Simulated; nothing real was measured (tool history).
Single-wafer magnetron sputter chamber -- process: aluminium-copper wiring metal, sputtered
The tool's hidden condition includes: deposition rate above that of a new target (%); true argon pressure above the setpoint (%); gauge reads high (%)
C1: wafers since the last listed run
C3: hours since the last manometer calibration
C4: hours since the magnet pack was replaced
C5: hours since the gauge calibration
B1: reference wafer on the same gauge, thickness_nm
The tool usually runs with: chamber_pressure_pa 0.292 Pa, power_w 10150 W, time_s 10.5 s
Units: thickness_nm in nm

run 1 hour=0 | chamber_pressure_pa=0.366 power_w=10150 time_s=11.9 | C1=0 wafers_on_the_sputter_target=2059 C3=1463.9 C4=3186 C5=491.4 | B1=177.202 | thickness_nm=213.862
run 2 hour=76.6 | chamber_pressure_pa=0.366 power_w=10150 time_s=11.9 | C1=1698 wafers_on_the_sputter_target=3758 C3=1540.5 C4=3262.6 C5=568 | B1=177.105 | thickness_nm=212.45
run 3 hour=140.5 | chamber_pressure_pa=0.344 power_w=10150 time_s=10.5 | C1=1417 wafers_on_the_sputter_target=5176 C3=1604.4 C4=3326.5 C5=631.9 | B1=177.108 | thickness_nm=188.826
run 4 hour=210.9 | chamber_pressure_pa=0.292 power_w=10150 time_s=10.5 | C1=1561 wafers_on_the_sputter_target=6737 C3=1674.8 C4=3396.9 C5=702.3 | B1=177.033 | thickness_nm=193.712
run 5 hour=287.2 | chamber_pressure_pa=0.292 power_w=10150 time_s=10.5 | C1=1692 wafers_on_the_sputter_target=8429 C3=1751.1 C4=3473.2 C5=778.6 | B1=176.996 | thickness_nm=194.797
run 6 hour=325.7 | chamber_pressure_pa=0.292 power_w=10150 time_s=10.5 | C1=853 wafers_on_the_sputter_target=9283 C3=1789.6 C4=3511.7 C5=817.1 | B1=176.952 | thickness_nm=193.82
-- hour=369.1 sputter target and shields replaced
run 7 hour=411.5 | chamber_pressure_pa=0.292 power_w=10150 time_s=10.5 | C1=1725 wafers_on_the_sputter_target=940 C3=1875.4 C4=3597.5 C5=902.9 | B1=176.958 | thickness_nm=198.139
run 8 hour=486.5 | chamber_pressure_pa=0.292 power_w=10150 time_s=10.5 | C1=1663 wafers_on_the_sputter_target=2604 C3=1950.4 C4=3672.5 C5=977.9 | B1=177.114 | thickness_nm=197.621
run 9 hour=618.8 | chamber_pressure_pa=0.292 power_w=10150 time_s=10.5 | C1=2934 wafers_on_the_sputter_target=5538 C3=2082.7 C4=3804.8 C5=1110.2 | B1=177.133 | thickness_nm=196.931
run 10 hour=673.4 | chamber_pressure_pa=0.292 power_w=10150 time_s=10.5 | C1=1210 wafers_on_the_sputter_target=6749 C3=2137.3 C4=3859.4 C5=1164.8 | B1=177.139 | thickness_nm=197.351
run 11 hour=730 | chamber_pressure_pa=0.292 power_w=10150 time_s=10.5 | C1=1255 wafers_on_the_sputter_target=8004 C3=2193.9 C4=3916 C5=1221.4 | B1=176.94 | thickness_nm=197.271
-- hour=785.8 sputter target and shields replaced
run 12 hour=833.6 | chamber_pressure_pa=0.292 power_w=10150 time_s=10.5 | C1=2120 wafers_on_the_sputter_target=1059 C3=2297.5 C4=4019.6 C5=1325 | B1=176.84 | thickness_nm=200.417
run 13 hour=880.6 | chamber_pressure_pa=0.292 power_w=10150 time_s=10.5 | C1=1042 wafers_on_the_sputter_target=2101 C3=2344.5 C4=4066.6 C5=1372 | B1=177.043 | thickness_nm=199.272
run 14 hour=964.1 | chamber_pressure_pa=0.292 power_w=12100 time_s=10.5 | C1=1851 wafers_on_the_sputter_target=3953 C3=2428 C4=4150.1 C5=1455.5 | B1=176.969 | thickness_nm=230.235
-- hour=1032 capacitance manometer re-zeroed and calibrated
run 15 hour=1052.2 | chamber_pressure_pa=0.292 power_w=12100 time_s=10.5 | C1=1776 wafers_on_the_sputter_target=5730 C3=20.2 C4=4238.2 C5=1543.6 | B1=176.978 | thickness_nm=223.163
run 16 hour=1104.8 | chamber_pressure_pa=0.39 power_w=11300 time_s=11.1 | C1=1166 wafers_on_the_sputter_target=6896 C3=72.8 C4=4290.8 C5=1596.2 | B1=177.016 | thickness_nm=210.43
-- hour=1154.7 magnet pack replaced
-- hour=1157.3 sputter target and shields replaced
run 17 hour=1169.9 | chamber_pressure_pa=0.292 power_w=10150 time_s=11.8 | C1=1208 wafers_on_the_sputter_target=278 C3=137.9 C4=15.2 C5=1661.3 | B1=176.979 | thickness_nm=219.381
run 18 hour=1211.2 | chamber_pressure_pa=0.366 power_w=10150 time_s=11.9 | C1=915 wafers_on_the_sputter_target=1194 C3=179.2 C4=56.5 C5=1702.6 | B1=177.09 | thickness_nm=212.016
run 19 hour=1308.9 | chamber_pressure_pa=0.342 power_w=12600 time_s=10.5 | C1=2166 wafers_on_the_sputter_target=3361 C3=276.9 C4=154.2 C5=1800.3 | B1=177.046 | thickness_nm=228.18
run 20 hour=1403.3 | chamber_pressure_pa=0.365 power_w=9000 time_s=10.5 | C1=2093 wafers_on_the_sputter_target=5454 C3=371.3 C4=248.6 C5=1894.7 | B1=176.925 | thickness_nm=167.721
-- hour=1425.5 gauge calibrated
run 21 hour=1462 | chamber_pressure_pa=0.341 power_w=8200 time_s=9.3 | C1=1301 wafers_on_the_sputter_target=6756 C3=430 C4=307.3 C5=36.5 | B1=176.969 | thickness_nm=138.818
run 22 hour=1520.3 | chamber_pressure_pa=0.339 power_w=8550 time_s=10.5 | C1=1292 wafers_on_the_sputter_target=8049 C3=488.3 C4=365.6 C5=94.8 | B1=177.075 | thickness_nm=162.974
run 23 hour=1564.2 | chamber_pressure_pa=0.393 power_w=8250 time_s=10.5 | C1=973 wafers_on_the_sputter_target=9023 C3=532.2 C4=409.5 C5=138.7 | B1=177.093 | thickness_nm=152.281
-- hour=1622.8 sputter target and shields replaced
run 24 hour=1655.9 | chamber_pressure_pa=0.353 power_w=10150 time_s=10.5 | C1=1856 wafers_on_the_sputter_target=734 C3=623.9 C4=501.2 C5=230.4 | B1=177.175 | thickness_nm=188.698
run 25 hour=1742.2 | chamber_pressure_pa=0.251 power_w=10800 time_s=10.5 | C1=1913 wafers_on_the_sputter_target=2648 C3=710.2 C4=587.5 C5=316.7 | B1=177.099 | thickness_nm=210.326
run 26 hour=1816.6 | chamber_pressure_pa=0.322 power_w=8750 time_s=9 | C1=1650 wafers_on_the_sputter_target=4298 C3=784.6 C4=661.9 C5=391.1 | B1=177.078 | thickness_nm=144.377
run 27 hour=1872.4 | chamber_pressure_pa=0.292 power_w=10150 time_s=10.5 | C1=1237 wafers_on_the_sputter_target=5536 C3=840.4 C4=717.7 C5=446.9 | B1=176.971 | thickness_nm=192.461
run 28 hour=1955.4 | chamber_pressure_pa=0.191 power_w=10950 time_s=11.6 | C1=1840 wafers_on_the_sputter_target=7377 C3=923.4 C4=800.7 C5=529.9 | B1=177.088 | thickness_nm=240.369
run 29 hour=2038.3 | chamber_pressure_pa=0.292 power_w=10150 time_s=9 | C1=1838 wafers_on_the_sputter_target=9215 C3=1006.3 C4=883.6 C5=612.8 | B1=176.919 | thickness_nm=165.378
-- hour=2063.3 sputter target and shields replaced
run 30 hour=2110.6 | chamber_pressure_pa=0.292 power_w=10150 time_s=10.5 | C1=1426 wafers_on_the_sputter_target=1048 C3=1078.6 C4=955.9 C5=685.1 | B1=177.052 | thickness_nm=195.914

Each row is a separate what-if for the run after 30, all from the same tool condition, not one after another. Results?
run A hour=2111 | chamber_pressure_pa=0.292 power_w=10150 time_s=10.5 | C1=8 wafers_on_the_sputter_target=1057 C3=1079 C4=956.3 C5=685.5 | B1=? | thickness_nm=?
run B hour=2111 | chamber_pressure_pa=0.197 power_w=9250 time_s=12.1 | C1=8 wafers_on_the_sputter_target=1057 C3=1079 C4=956.3 C5=685.5 | B1=? | thickness_nm=?
run C hour=2111 | chamber_pressure_pa=0.226 power_w=11800 time_s=12 | C1=8 wafers_on_the_sputter_target=1057 C3=1079 C4=956.3 C5=685.5 | B1=? | thickness_nm=?
run D hour=2111 | chamber_pressure_pa=0.292 power_w=10150 time_s=9.5 | C1=8 wafers_on_the_sputter_target=1057 C3=1079 C4=956.3 C5=685.5 | B1=? | thickness_nm=?
run E hour=2111 | chamber_pressure_pa=0.4 power_w=8300 time_s=9.7 | C1=8 wafers_on_the_sputter_target=1057 C3=1079 C4=956.3 C5=685.5 | B1=? | thickness_nm=?

run=A B1=177.043 thickness_nm=196.147
run=B B1=177.043 thickness_nm=221.164
run=C B1=177.043 thickness_nm=264.958
run=D B1=177.043 thickness_nm=177.466
run=E B1=177.043 thickness_nm=144.109
With no hidden state in the tool, these same runs would have given:
run=A thickness_nm=196.276
run=B thickness_nm=221.441
run=C thickness_nm=265.242
run=D thickness_nm=177.583
run=E thickness_nm=144.11
